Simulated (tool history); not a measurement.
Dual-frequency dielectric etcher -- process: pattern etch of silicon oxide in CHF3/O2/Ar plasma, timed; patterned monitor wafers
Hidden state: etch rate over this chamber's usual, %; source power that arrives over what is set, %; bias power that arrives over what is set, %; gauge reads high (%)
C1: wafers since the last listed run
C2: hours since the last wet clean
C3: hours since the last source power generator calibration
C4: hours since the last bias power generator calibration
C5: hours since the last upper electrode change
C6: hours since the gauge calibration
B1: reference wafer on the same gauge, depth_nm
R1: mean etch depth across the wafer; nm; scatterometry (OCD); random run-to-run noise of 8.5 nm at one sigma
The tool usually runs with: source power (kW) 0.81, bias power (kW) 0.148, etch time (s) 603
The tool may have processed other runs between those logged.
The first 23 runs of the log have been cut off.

Run 24, hour 505.8: usual settings but bias power (kW) 0.127; C1 86; C2 357.5; C3 422.2; C4 147.7; C5 232.3; C6 165.4; B1 1252.3. Result: R1 1204.3 nm.
Run 25, hour 541.3: usual settings but bias power (kW) 0.158, etch time (s) 437; C1 90; C2 393; C3 457.7; C4 183.2; C5 267.8; C6 200.9; B1 1250.5. Result: R1 937.9 nm.
Run 26, hour 569.8: usual settings but source power (kW) 0.74, etch time (s) 726; C1 72; C2 421.5; C3 486.2; C4 211.7; C5 296.3; C6 229.4; B1 1248.3. Result: R1 1464.2 nm.
Run 27, hour 583.9: usual settings but source power (kW) 0.88, bias power (kW) 0.126, etch time (s) 550; C1 35; C2 435.6; C3 500.3; C4 225.8; C5 310.4; C6 243.5; B1 1251. Result: R1 1154.4 nm.
At hour 642.4: wet clean of the chamber.
Run 28, hour 642.9: usual settings but source power (kW) 0.7; C1 88; C2 0.5; C3 559.3; C4 284.8; C5 369.4; C6 302.5; B1 1248.1. Result: R1 1170.8 nm.
Run 29, hour 648.6: usual settings but bias power (kW) 0.158, etch time (s) 437; C1 14; C2 6.2; C3 565; C4 290.5; C5 375.1; C6 308.2; B1 1248.8. Result: R1 936 nm.
Run 30, hour 666.1: usual settings but source power (kW) 0.61, etch time (s) 675; C1 44; C2 23.7; C3 582.5; C4 308; C5 392.6; C6 325.7; B1 1254. Result: R1 1211.2 nm.
Run 31, hour 685.9: usual settings but source power (kW) 0.96, etch time (s) 703; C1 50; C2 43.5; C3 602.3; C4 327.8; C5 412.4; C6 345.5; B1 1249. Result: R1 1591.1 nm.

3 ways to go on from here, each from the tool as it stands after run 31. What would each give?
Run A, hour 686.5: usual settings but etch time (s) 729.5; C1 1; C2 44.1; C3 602.9; C4 328.4; C5 413; C6 346.1; B1 ?. Result: R1 ?.
Run B, hour 686.5: usual settings but source power (kW) 0.9, bias power (kW) 0.158, etch time (s) 751; C1 1; C2 44.1; C3 602.9; C4 328.4; C5 413; C6 346.1; B1 ?. Result: R1 ?.
Run C, hour 686.5: usual settings but etch time (s) 443.5; C1 1; C2 44.1; C3 602.9; C4 328.4; C5 413; C6 346.1; B1 ?. Result: R1 ?.

run      B1      R1
  A  1248.6  1540.7
  B  1248.6  1700.2
  C  1248.6   936.6
Stripped of hidden state, with their random variation kept, the same runs would have yielded:
run      R1
  A  1540.7
  B  1700.2
  C   936.6

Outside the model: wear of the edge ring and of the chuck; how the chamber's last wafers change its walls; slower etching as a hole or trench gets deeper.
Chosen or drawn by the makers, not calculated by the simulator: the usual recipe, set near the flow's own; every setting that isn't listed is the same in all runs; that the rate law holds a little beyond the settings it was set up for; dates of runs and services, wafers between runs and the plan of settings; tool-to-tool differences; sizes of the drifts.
